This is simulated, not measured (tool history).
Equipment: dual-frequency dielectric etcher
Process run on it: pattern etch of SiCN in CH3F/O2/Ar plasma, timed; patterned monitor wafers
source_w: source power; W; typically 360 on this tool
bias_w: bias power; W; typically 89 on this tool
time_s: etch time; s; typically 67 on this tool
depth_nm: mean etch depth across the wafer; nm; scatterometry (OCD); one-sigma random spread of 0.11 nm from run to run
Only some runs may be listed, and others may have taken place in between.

run   hour  source_w  bias_w  time_s  wafers since the last listed run  hours since the last wet clean  hours since the last source power generator calibration  hours since the last bias power generator calibration  hours since the last upper electrode change  hours since the gauge calibration  read-back reference wafer on the same gauge, depth_nm  depth_nm
  1      0       360      89      67                                 0                            11.7                                                   3930.6                                                   2154                                       3131.4                              140.8                                                  27.38     28.07
  2   32.9       360      89      67                               462                            44.6                                                   3963.5                                                 2186.9                                       3164.3                              173.7                                                  27.39     27.81
  3   57.9       360      89      67                               351                            69.6                                                   3988.5                                                 2211.9                                       3189.3                              198.7                                                  27.43     27.89
  4   72.2       360      77      67                               200                            83.9                                                   4002.8                                                 2226.2                                       3203.6                                213                                                  27.48     26.89
  5   84.7       360      77      67                               175                            96.4                                                   4015.3                                                 2238.7                                       3216.1                              225.5                                                  27.47     26.95
  6   96.8       360      77      67                               170                           108.5                                                   4027.4                                                 2250.8                                       3228.2                              237.6                                                  27.46     26.95
  7    112       360      89      67                               213                           123.7                                                   4042.6                                                   2266                                       3243.4                              252.8                                                  27.47     27.94
  8  134.5       360      89      67                               316                           146.2                                                   4065.1                                                 2288.5                                       3265.9                              275.3                                                  27.51     27.85
  9  152.9       360      89      67                               258                           164.6                                                   4083.5                                                 2306.9                                       3284.3                              293.7                                                  27.52     27.95
 10  183.6       380      89      67                               431                           195.3                                                   4114.2                                                 2337.6                                         3315                              324.4                                                  27.52     28.35
 11  215.6       380      89      67                               449                           227.3                                                   4146.2                                                 2369.6                                         3347                              356.4                                                  27.54     28.42
     243.8  -- bias power generator calibrated
 12  244.3       380      89      67                               347                             256                                                   4174.9                                                    0.5                                       3375.7                              385.1                                                  27.58     28.42
     248.4  -- source power generator calibrated
 13  257.3       360      89      67                               126                             269                                                      8.9                                                   13.5                                       3388.7                              398.1                                                  27.56     28.26
 14  286.5       400      89      67                               410                           298.2                                                     38.1                                                   42.7                                       3417.9                              427.3                                                  27.56     28.94
 15  303.7       390      80      57                               241                           315.4                                                     55.3                                                   59.9                                       3435.1                              444.5                                                  27.57      23.8
 16  338.5       390      71      76                               489                           350.2                                                     90.1                                                   94.7                                       3469.9                              479.3                                                  27.59     31.05
 17  357.4       360      89      67                               265                           369.1                                                      109                                                  113.6                                       3488.8                              498.2                                                  27.59     28.16
 18    387       360      89      67                               415                           398.7                                                    138.6                                                  143.2                                       3518.4                              527.8                                                  27.62     27.96
 19  406.5       280      89    53.5                               274                           418.2                                                    158.1                                                  162.7                                       3537.9                              547.3                                                  27.57     20.78
     428.9  -- gauge calibrated
     440.7  -- wet clean of the chamber
 20  441.2       360      77      67                               150                             0.5                                                    192.8                                                  197.4                                       3572.6                               12.3                                                  27.16     26.38
 21  451.4       270      72      67                               143                            10.7                                                      203                                                  207.6                                       3582.8                               22.5                                                  27.19     24.06
 22  473.4       400      89      67                               309                            32.7                                                      225                                                  229.6                                       3604.8                               44.5                                                  27.22     28.68
     502.6  -- upper electrode replaced
 23  503.1       420     103    60.5                                80                            62.4                                                    254.7                                                  259.3                                          0.5                               74.2                                                  27.28     27.29
 24  509.1       360      71      67                                84                            68.4                                                    260.7                                                  265.3                                          6.5                               80.2                                                  27.29     26.26
 25  530.6       330      98    72.5                               302                            89.9                                                    282.2                                                  286.8                                           28                              101.7                                                  27.33     29.99
 26  559.2       360      89      67                               401                           118.5                                                    310.8                                                  315.4                                         56.6                              130.3                                                  27.37     27.76
 27  652.4       360      89      67                              1309                           211.7                                                      404                                                  408.6                                        149.8                              223.5                                                  27.49     28.04

Alternative continuations, all from the tool just after run 27; predict every row:
  A  652.8       360      89      67                                 5                           212.1                                                    404.4                                                    409                                        150.2                              223.9                                                      ?         ?
  B  652.8       440      89    78.5                                 5                           212.1                                                    404.4                                                    409                                        150.2                              223.9                                                      ?         ?
  C  652.8       360     110      67                                 5                           212.1                                                    404.4                                                    409                                        150.2                              223.9                                                      ?         ?
  D  652.8       360      89      62                                 5                           212.1                                                    404.4                                                    409                                        150.2                              223.9                                                      ?         ?
  E  652.8       340      89    76.5                                 5                           212.1                                                    404.4                                                    409                                        150.2                              223.9                                                      ?         ?

run  read-back reference wafer on the same gauge, depth_nm  depth_nm
  A                                                  27.49     27.88
  B                                                  27.49     34.68
  C                                                  27.49      29.6
  D                                                  27.49      25.8
  E                                                  27.49     31.31
The same runs, with their run-to-run variation unchanged, on a tool lacking any hidden condition would have given:
run  depth_nm
  A     27.48
  B     34.19
  C     29.19
  D     25.43
  E     30.86
